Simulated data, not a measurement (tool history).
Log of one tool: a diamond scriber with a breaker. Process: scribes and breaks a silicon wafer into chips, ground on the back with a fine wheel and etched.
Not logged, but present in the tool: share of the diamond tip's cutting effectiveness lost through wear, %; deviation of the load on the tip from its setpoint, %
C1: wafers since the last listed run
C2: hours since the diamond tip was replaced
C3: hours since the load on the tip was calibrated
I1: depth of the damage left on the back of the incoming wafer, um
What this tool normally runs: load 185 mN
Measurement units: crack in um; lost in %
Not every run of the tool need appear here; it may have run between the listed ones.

{"run": 1, "hour": 0.0, "load": 149, "C1": 0, "C2": 14.5, "C3": 91.7, "I1": 0.73, "crack": 7.74, "lost": 7.78}
{"run": 2, "hour": 92.0, "load": 149, "C1": 422, "C2": 106.5, "C3": 183.7, "I1": 0.79, "crack": 7.69, "lost": 6.76}
{"run": 3, "hour": 175.0, "load": 149, "C1": 381, "C2": 189.5, "C3": 266.7, "I1": 0.71, "crack": 8.04, "lost": 5.54}
{"hour": 233.6, "done": "diamond tip replaced by a new one"}
{"run": 4, "hour": 239.0, "load": 185, "C1": 284, "C2": 5.4, "C3": 330.7, "I1": 0.47, "crack": 9.83, "lost": 1.44}
{"hour": 505.5, "done": "diamond tip replaced by a new one"}
{"run": 5, "hour": 535.7, "load": 185, "C1": 1353, "C2": 30.2, "C3": 627.4, "I1": 0.65, "crack": 9.65, "lost": 1.9}
{"run": 6, "hour": 621.3, "load": 185, "C1": 393, "C2": 115.8, "C3": 713.0, "I1": 0.63, "crack": 9.85, "lost": 2.26}
{"run": 7, "hour": 716.3, "load": 185, "C1": 436, "C2": 210.8, "C3": 808.0, "I1": 0.59, "crack": 9.65, "lost": 2.33}
{"hour": 772.0, "done": "load on the tip recalibrated"}
{"hour": 776.6, "done": "diamond tip replaced by a new one"}
{"run": 8, "hour": 791.7, "load": 161, "C1": 327, "C2": 15.1, "C3": 19.7, "I1": 0.53, "crack": 8.16, "lost": 4.49}
{"run": 9, "hour": 829.3, "load": 226, "C1": 172, "C2": 52.7, "C3": 57.3, "I1": 0.72, "crack": 11.02, "lost": 8.22}
{"run": 10, "hour": 879.8, "load": 231, "C1": 231, "C2": 103.2, "C3": 107.8, "I1": 0.46, "crack": 11.33, "lost": 10.27}
{"run": 11, "hour": 927.9, "load": 185, "C1": 220, "C2": 151.3, "C3": 155.9, "I1": 0.52, "crack": 9.44, "lost": 0.89}
{"run": 12, "hour": 1015.5, "load": 150, "C1": 402, "C2": 238.9, "C3": 243.5, "I1": 0.4, "crack": 7.95, "lost": 4.77}
{"hour": 1026.3, "done": "diamond tip replaced by a new one"}
{"run": 13, "hour": 1057.6, "load": 165, "C1": 184, "C2": 31.3, "C3": 285.6, "I1": 0.7, "crack": 8.72, "lost": 1.16}
{"run": 14, "hour": 1163.9, "load": 226, "C1": 488, "C2": 137.6, "C3": 391.9, "I1": 0.77, "crack": 11.54, "lost": 13.65}
{"run": 15, "hour": 1265.9, "load": 224, "C1": 468, "C2": 239.6, "C3": 493.9, "I1": 0.34, "crack": 11.53, "lost": 13.99}
{"hour": 1317.3, "done": "diamond tip replaced by a new one"}
{"run": 16, "hour": 1341.4, "load": 157, "C1": 337, "C2": 24.1, "C3": 569.4, "I1": 0.45, "crack": 8.64, "lost": 1.66}

Branching from run 16: 5 alternative next runs. What would each branch give?
{"run": "A", "hour": 1342.0, "load": 185, "C1": 2, "C2": 24.7, "C3": 570.0, "I1": 0.55, "crack": "?", "lost": "?"}
{"run": "B", "hour": 1342.0, "load": 144, "C1": 2, "C2": 24.7, "C3": 570.0, "I1": 0.55, "crack": "?", "lost": "?"}
{"run": "C", "hour": 1342.0, "load": 209, "C1": 2, "C2": 24.7, "C3": 570.0, "I1": 0.55, "crack": "?", "lost": "?"}
{"run": "D", "hour": 1342.0, "load": 169, "C1": 2, "C2": 24.7, "C3": 570.0, "I1": 0.55, "crack": "?", "lost": "?"}
{"run": "E", "hour": 1342.0, "load": 143, "C1": 2, "C2": 24.7, "C3": 570.0, "I1": 0.55, "crack": "?", "lost": "?"}

run=A crack=10.01 lost=1.97
run=B crack=8.12 lost=5.98
run=C crack=11.03 lost=8.23
run=D crack=9.29 lost=0.61
run=E crack=8.07 lost=6.44
The same runs, with their run-to-run variation unchanged, on a tool lacking any hidden condition would have given:
run=A crack=9.33 lost=0.60
run=B crack=7.57 lost=12.29
run=C crack=10.29 lost=3.27
run=D crack=8.67 lost=2.15
run=E crack=7.53 lost=12.93
